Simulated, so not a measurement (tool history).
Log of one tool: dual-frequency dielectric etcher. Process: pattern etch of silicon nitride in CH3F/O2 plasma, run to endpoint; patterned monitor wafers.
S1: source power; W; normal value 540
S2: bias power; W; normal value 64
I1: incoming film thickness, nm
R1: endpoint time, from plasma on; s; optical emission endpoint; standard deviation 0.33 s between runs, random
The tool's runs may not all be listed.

run 1 hour=0.0 | S1=540 S2=75 | I1=106.4 | R1=104.5
run 2 hour=104.4 | S1=540 S2=64 | I1=108.1 | R1=109.6
run 3 hour=143.2 | S1=540 S2=64 | I1=106.9 | R1=107.9
run 4 hour=191.4 | S1=540 S2=64 | I1=107.8 | R1=108.5
run 5 hour=235.0 | S1=540 S2=64 | I1=106.9 | R1=107.3
run 6 hour=279.3 | S1=540 S2=64 | I1=108.3 | R1=108.1
-- hour=355.0 wet clean of the chamber
run 7 hour=355.5 | S1=540 S2=64 | I1=108.2 | R1=110.1
-- hour=381.3 upper electrode replaced
run 8 hour=521.4 | S1=540 S2=64 | I1=107.3 | R1=107.7
run 9 hour=554.3 | S1=540 S2=64 | I1=107.7 | R1=107.6
run 10 hour=591.3 | S1=540 S2=69 | I1=107.2 | R1=104.0
run 11 hour=638.8 | S1=540 S2=59 | I1=106.9 | R1=108.5
-- hour=661.8 source power generator calibrated
run 12 hour=699.8 | S1=540 S2=69 | I1=108.6 | R1=105.7
-- hour=771.3 bias power generator calibrated
run 13 hour=771.8 | S1=680 S2=76 | I1=107.1 | R1=87.6
run 14 hour=816.3 | S1=650 S2=80 | I1=107.8 | R1=88.4
-- hour=844.7 wet clean of the chamber
run 15 hour=854.4 | S1=540 S2=64 | I1=107.8 | R1=109.7
run 16 hour=926.0 | S1=670 S2=58 | I1=107.8 | R1=98.7
run 17 hour=962.4 | S1=580 S2=48 | I1=108.0 | R1=112.1
run 18 hour=993.7 | S1=500 S2=64 | I1=107.5 | R1=112.9
run 19 hour=1046.9 | S1=540 S2=64 | I1=108.0 | R1=108.2

What if the next run were any one of these 4? Each begins from the tool's condition after run 19:
run A hour=1047.4 | S1=450 S2=64 | I1=106.7 | R1=?
run B hour=1047.4 | S1=490 S2=58 | I1=106.7 | R1=?
run C hour=1047.4 | S1=600 S2=51 | I1=106.7 | R1=?
run D hour=1047.4 | S1=500 S2=71 | I1=106.7 | R1=?

run=A R1=119.7
run=B R1=116.2
run=C R1=106.0
run=D R1=108.2
With the hidden condition removed and each run's random variation left untouched, the same runs would have given:
run=A R1=122.0
run=B R1=118.4
run=C R1=108.0
run=D R1=110.3

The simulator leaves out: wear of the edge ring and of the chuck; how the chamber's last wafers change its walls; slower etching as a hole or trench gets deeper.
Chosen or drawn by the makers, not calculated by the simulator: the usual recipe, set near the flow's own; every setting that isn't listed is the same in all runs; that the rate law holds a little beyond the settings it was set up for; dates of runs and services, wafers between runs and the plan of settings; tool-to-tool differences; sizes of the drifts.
